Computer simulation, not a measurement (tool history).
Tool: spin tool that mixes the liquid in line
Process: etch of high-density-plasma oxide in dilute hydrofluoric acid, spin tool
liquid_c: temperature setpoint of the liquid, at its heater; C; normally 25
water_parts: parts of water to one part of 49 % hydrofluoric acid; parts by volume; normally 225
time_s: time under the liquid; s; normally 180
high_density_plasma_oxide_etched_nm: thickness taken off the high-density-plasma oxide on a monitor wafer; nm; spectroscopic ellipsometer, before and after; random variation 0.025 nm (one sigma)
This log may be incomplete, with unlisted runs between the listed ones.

run   hour  liquid_c  water_parts  time_s  wafers since the last listed run  hours since the thermometer was replaced  hours since the hydrofluoric acid flow meter was replaced  hours since the gauge calibration  read-back film thickness of the high-density-plasma oxide reference wafer, read on the same gauge (nm)  high_density_plasma_oxide_etched_nm
  1      0        23          225     180                                 0                                      74.5                                                      161.2                              994.9                                                                                                   99.99                                  5.2
  2     22        23          225     180                               227                                      96.5                                                      183.2                             1016.9                                                                                                     100                                 5.22
  3     51        23          225     180                               299                                     125.5                                                      212.2                             1045.9                                                                                                     100                                 5.15
  4   70.1        25          225     180                               197                                     144.6                                                      231.3                               1065                                                                                                     100                                 5.55
  5  171.3        25          225     180                              1045                                     245.8                                                      332.5                             1166.2                                                                                                  100.01                                 5.54
     179.1  -- gauge calibrated
  6  184.8        25          225     180                               139                                     259.3                                                        346                                5.7                                                                                                     100                                 5.49
  7  209.5        25          225     180                               255                                       284                                                      370.7                               30.4                                                                                                  100.04                                 5.54
  8  229.3        25          225     265                               204                                     303.8                                                      390.5                               50.2                                                                                                     100                                  8.1
  9  246.1        23          225     240                               173                                     320.6                                                      407.3                                 67                                                                                                  100.01                                  6.8
 10  262.6      22.5          225      70                               170                                     337.1                                                      423.8                               83.5                                                                                                   99.99                                 1.95
 11  281.4        22          145     180                               194                                     355.9                                                      442.6                              102.3                                                                                                     100                                 8.29
 12    315        25          225     180                               347                                     389.5                                                      476.2                              135.9                                                                                                  100.02                                  5.5
 13  333.1        27          225     180                               186                                     407.6                                                      494.3                                154                                                                                                   99.99                                 5.88
 14  350.2        25          305     180                               176                                     424.7                                                      511.4                              171.1                                                                                                  100.01                                 3.73
 15  376.3      27.5          225     180                               269                                     450.8                                                      537.5                              197.2                                                                                                  100.01                                    6
 16  409.4      29.5          115     180                               341                                     483.9                                                      570.6                              230.3                                                                                                   99.97                                14.53
 17  444.4        30          285     275                               361                                     518.9                                                      605.6                              265.3                                                                                                     100                                 7.33
 18  467.9        25          320     180                               242                                     542.4                                                      629.1                              288.8                                                                                                  100.01                                 3.47
 19  489.8        28          300     180                               226                                     564.3                                                        651                              310.7                                                                                                     100                                 4.21
     496.6  -- hydrofluoric acid flow meter replaced
 20  504.7        25          255     180                               143                                     579.2                                                        8.1                              325.6                                                                                                  100.01                                 4.67
 21  603.1        28          300     230                              1016                                     677.6                                                      106.5                                424                                                                                                  100.02                                 5.35
 22  618.1        25          225     180                               154                                     692.6                                                      121.5                                439                                                                                                  100.01                                 5.38
 23  641.4        22          325     180                               240                                     715.9                                                      144.8                              462.3                                                                                                  100.01                                 3.09
 24  674.9      21.5          225     180                               345                                     749.4                                                      178.3                              495.8                                                                                                     100                                 4.73
 25  701.2        25          145     180                               271                                     775.7                                                      204.6                              522.1                                                                                                     100                                 9.17
 26  723.8        25          225     180                               233                                     798.3                                                      227.2                              544.7                                                                                                   99.99                                 5.39
 27  741.5        25          225     180                               182                                       816                                                      244.9                              562.4                                                                                                  100.01                                 5.36
 28    754      20.5          140      85                               129                                     828.5                                                      257.4                              574.9                                                                                                   99.98                                 3.76
 29  772.7        25          225      90                               193                                     847.2                                                      276.1                              593.6                                                                                                  100.02                                  2.7
 30  793.3        25          225     180                               212                                     867.8                                                      296.7                              614.2                                                                                                  100.02                                  5.4
 31  827.7      20.5          225     260                               355                                     902.2                                                      331.1                              648.6                                                                                                   99.98                                  6.6

Forecast each of these 5 alternatives for the next run:
  A  828.2        25          225     180                                 5                                     902.7                                                      331.6                              649.1                                                                                                       ?                                    ?
  B  828.2        20          225     180                                 5                                     902.7                                                      331.6                              649.1                                                                                                       ?                                    ?
  C  828.2        27          120     250                                 5                                     902.7                                                      331.6                              649.1                                                                                                       ?                                    ?
  D  828.2        27          290     265                                 5                                     902.7                                                      331.6                              649.1                                                                                                       ?                                    ?
  E  828.2      29.5          270     130                                 5                                     902.7                                                      331.6                              649.1                                                                                                       ?                                    ?

run  read-back film thickness of the high-density-plasma oxide reference wafer, read on the same gauge (nm)  high_density_plasma_oxide_etched_nm
  A                                                                                                  100.02                                 5.37
  B                                                                                                  100.02                                 4.45
  C                                                                                                  100.02                                16.97
  D                                                                                                  100.02                                 6.15
  E                                                                                                  100.02                                  3.6
What these runs would have given with no unlogged condition in the tool:
run  high_density_plasma_oxide_etched_nm
  A                                 5.61
  B                                 4.66
  C                                17.77
  D                                 6.41
  E                                 3.75
